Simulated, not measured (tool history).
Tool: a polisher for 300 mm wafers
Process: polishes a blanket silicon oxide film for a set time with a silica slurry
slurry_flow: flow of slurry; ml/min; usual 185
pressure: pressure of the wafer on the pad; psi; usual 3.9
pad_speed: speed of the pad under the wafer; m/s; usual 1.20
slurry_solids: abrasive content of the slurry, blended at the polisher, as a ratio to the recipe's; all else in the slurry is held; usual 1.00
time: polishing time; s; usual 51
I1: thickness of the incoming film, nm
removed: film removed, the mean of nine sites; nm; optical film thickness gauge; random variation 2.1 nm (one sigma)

Run 1, day 0.000: usual settings; I1 1351.9. Result: removed 149.2 nm.
At day 2.083: slurry blender recalibrated.
Run 2, day 2.396: usual settings; I1 1346.5. Result: removed 147.3 nm.
Run 3, day 3.925: usual settings; I1 1372.9. Result: removed 141.6 nm.
Run 4, day 4.979: usual settings but slurry_solids 1.10; I1 1367.9. Result: removed 154.8 nm.
Run 5, day 8.100: usual settings but slurry_solids 1.10; I1 1375.5. Result: removed 155.3 nm.
At day 8.608: worn pad replaced by a new one.
Run 6, day 10.817: usual settings but slurry_solids 1.10; I1 1377.0. Result: removed 155.6 nm.
At day 11.050: slurry nozzle cleaned.
Run 7, day 11.875: usual settings but pressure 3.3 psi; I1 1352.3. Result: removed 120.4 nm.
At day 12.317: conditioning disc replaced and pad reconditioned.
At day 12.417: head pressure recalibrated.
Run 8, day 13.208: usual settings but pressure 3.3 psi; I1 1345.4. Result: removed 114.0 nm.
At day 14.438: slurry blender recalibrated.
Run 9, day 15.654: usual settings; I1 1354.8. Result: removed 133.7 nm.
At day 19.954: worn pad replaced by a new one.
Run 10, day 22.029: usual settings; I1 1374.2. Result: removed 126.6 nm.
At day 25.896: head pressure recalibrated, repeated, since the last time left the tool worse.
At day 27.317: slurry blender recalibrated.
At day 28.988: conditioning disc replaced and pad reconditioned.
Run 11, day 29.354: usual settings; I1 1395.0. Result: removed 145.7 nm.
At day 32.058: worn pad replaced by a new one.
Run 12, day 32.338: usual settings but pressure 4.6 psi, pad_speed 0.96 m/s, time 67 s; I1 1377.1. Result: removed 203.6 nm.
Run 13, day 33.404: usual settings; I1 1370.8. Result: removed 146.0 nm.
At day 35.796: slurry nozzle cleaned.
Run 14, day 36.075: usual settings; I1 1386.4. Result: removed 144.4 nm.
Run 15, day 39.071: usual settings but pad_speed 0.92 m/s, slurry_solids 1.15, time 44 s; I1 1360.7. Result: removed 113.9 nm.
At day 40.075: head pressure recalibrated.
At day 40.921: slurry blender recalibrated.
Run 16, day 41.821: usual settings but pressure 5.1 psi, slurry_solids 1.15, time 39 s; I1 1369.5. Result: removed 163.5 nm.
Run 17, day 43.317: usual settings but pressure 5.1 psi, slurry_solids 1.15, time 39 s; I1 1398.9. Result: removed 157.1 nm.
At day 43.792: worn pad replaced by a new one.
Run 18, day 45.129: usual settings but pressure 2.9 psi, pad_speed 1.46 m/s, time 41 s; I1 1350.6. Result: removed 98.8 nm.
Run 19, day 46.962: usual settings; I1 1355.4. Result: removed 143.4 nm.
Run 20, day 47.992: usual settings; I1 1389.2. Result: removed 146.2 nm.
Run 21, day 49.617: usual settings but pressure 5.3 psi, slurry_solids 0.90, time 65 s; I1 1385.1. Result: removed 235.6 nm.
At day 50.592: conditioning disc replaced and pad reconditioned.
Run 22, day 52.188: usual settings but slurry_flow 215 ml/min, slurry_solids 1.25; I1 1369.1. Result: removed 167.3 nm.
At day 54.462: worn pad replaced by a new one.
At day 55.062: slurry blender recalibrated.
Run 23, day 55.083: usual settings but slurry_flow 225 ml/min, pressure 4.4 psi, pad_speed 0.78 m/s, slurry_solids 1.30; I1 1383.4. Result: removed 150.2 nm.

3 ways to go on from here, each from the tool as it stands after run 23. What would each give?
Run A, day 55.100: usual settings but time 45 s; I1 1387.5. Result: removed ?.
Run B, day 55.100: usual settings but slurry_flow 205 ml/min, pressure 4.9 psi, pad_speed 1.30 m/s, slurry_solids 0.75; I1 1387.5. Result: removed ?.
Run C, day 55.100: usual settings but pressure 2.5 psi; I1 1387.5. Result: removed ?.

run  removed
  A    126.9
  B    158.5
  C     92.2
Without the tool's hidden state the same runs would have given:
run  removed
  A    134.1
  B    167.3
  C     97.4

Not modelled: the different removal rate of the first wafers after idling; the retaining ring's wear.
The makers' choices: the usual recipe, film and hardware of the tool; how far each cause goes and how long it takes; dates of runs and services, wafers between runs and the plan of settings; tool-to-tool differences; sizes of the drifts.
